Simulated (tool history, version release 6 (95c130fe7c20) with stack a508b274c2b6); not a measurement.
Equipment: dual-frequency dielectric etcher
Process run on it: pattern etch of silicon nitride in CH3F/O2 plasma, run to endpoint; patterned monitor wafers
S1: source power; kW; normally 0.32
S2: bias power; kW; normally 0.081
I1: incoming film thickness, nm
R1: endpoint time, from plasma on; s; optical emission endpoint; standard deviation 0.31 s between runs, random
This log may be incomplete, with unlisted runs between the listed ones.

Run 1, hour 0: usual settings; I1 76.4. Result: R1 87.5 s.
Run 2, hour 102.6: usual settings; I1 76.2. Result: R1 87.6 s.
Run 3, hour 205.7: usual settings; I1 76.5. Result: R1 88.9 s.
Run 4, hour 313.1: usual settings; I1 77.6. Result: R1 90 s.
Run 5, hour 411.3: usual settings; I1 77. Result: R1 89.4 s.
At hour 497.7: wet clean of the chamber.
Run 6, hour 498.2: usual settings; I1 77.5. Result: R1 91 s.
Run 7, hour 571.2: usual settings but S1 0.28 kW; I1 76.8. Result: R1 93.1 s.
Run 8, hour 670.1: usual settings but S1 0.28 kW; I1 76.9. Result: R1 93.2 s.
At hour 710.5: source power generator calibrated.
Run 9, hour 735.5: usual settings but S1 0.34 kW; I1 76.6. Result: R1 90.1 s.
Run 10, hour 773.9: usual settings but S1 0.34 kW; I1 75.9. Result: R1 88.8 s.
At hour 841.1: wet clean of the chamber, repeated, since the last time left the tool worse.
Run 11, hour 841.6: usual settings but S1 0.34 kW; I1 76.9. Result: R1 86.4 s.
Run 12, hour 860.2: usual settings; I1 76.5. Result: R1 87.5 s.
Run 13, hour 910.8: usual settings; I1 76.4. Result: R1 87.4 s.
Run 14, hour 997.5: usual settings; I1 77.2. Result: R1 88.5 s.
At hour 1140.6: bias power generator calibrated.
At hour 1150.8: upper electrode replaced.
Run 15, hour 1200.1: usual settings but S1 0.36 kW, S2 0.101 kW; I1 76.6. Result: R1 78.4 s.
Run 16, hour 1252.5: usual settings but S1 0.35 kW, S2 0.071 kW; I1 76.2. Result: R1 91.1 s.
Run 17, hour 1303.2: usual settings; I1 76.5. Result: R1 88.3 s.
At hour 1332.3: wet clean of the chamber.
Run 18, hour 1348.4: usual settings but S1 0.36 kW, S2 0.088 kW; I1 77.7. Result: R1 84.1 s.
Run 19, hour 1445.8: usual settings; I1 76.7. Result: R1 88.7 s.
Run 20, hour 1492.4: usual settings but S1 0.35 kW; I1 76.2. Result: R1 86.2 s.
Run 21, hour 1544.3: usual settings; I1 76.4. Result: R1 88.2 s.
Run 22, hour 1627.5: usual settings but S1 0.26 kW, S2 0.094 kW; I1 76.8. Result: R1 87 s.
Run 23, hour 1720.1: usual settings but S1 0.28 kW, S2 0.062 kW; I1 76.3. Result: R1 100.7 s.
Run 24, hour 1784.4: usual settings but S1 0.36 kW, S2 0.089 kW; I1 76.8. Result: R1 83.3 s.
Run 25, hour 1835.3: usual settings but S1 0.36 kW, S2 0.069 kW; I1 76.9. Result: R1 92.8 s.
At hour 1877.7: wet clean of the chamber.
Run 26, hour 1921.2: usual settings; I1 76.9. Result: R1 88.3 s.
Run 27, hour 1957.5: usual settings but S1 0.27 kW, S2 0.096 kW; I1 77. Result: R1 85.3 s.
Run 28, hour 2020.5: usual settings but S1 0.29 kW, S2 0.071 kW; I1 77. Result: R1 95.2 s.

Alternative continuations, all from the tool just after run 28; predict every row:
Run A, hour 2021: usual settings but S1 0.39 kW; I1 76.2. Result: R1 ?.
Run B, hour 2021: usual settings but S1 0.25 kW, S2 0.1 kW; I1 76.2. Result: R1 ?.
Run C, hour 2021: usual settings but S2 0.066 kW; I1 76.2. Result: R1 ?.

run    R1
  A    84
  B    84
  C  94.9
Take away the tool's hidden state, keep each run's random variation, and the runs would have read:
run    R1
  A  83.6
  B  83.7
  C  94.5
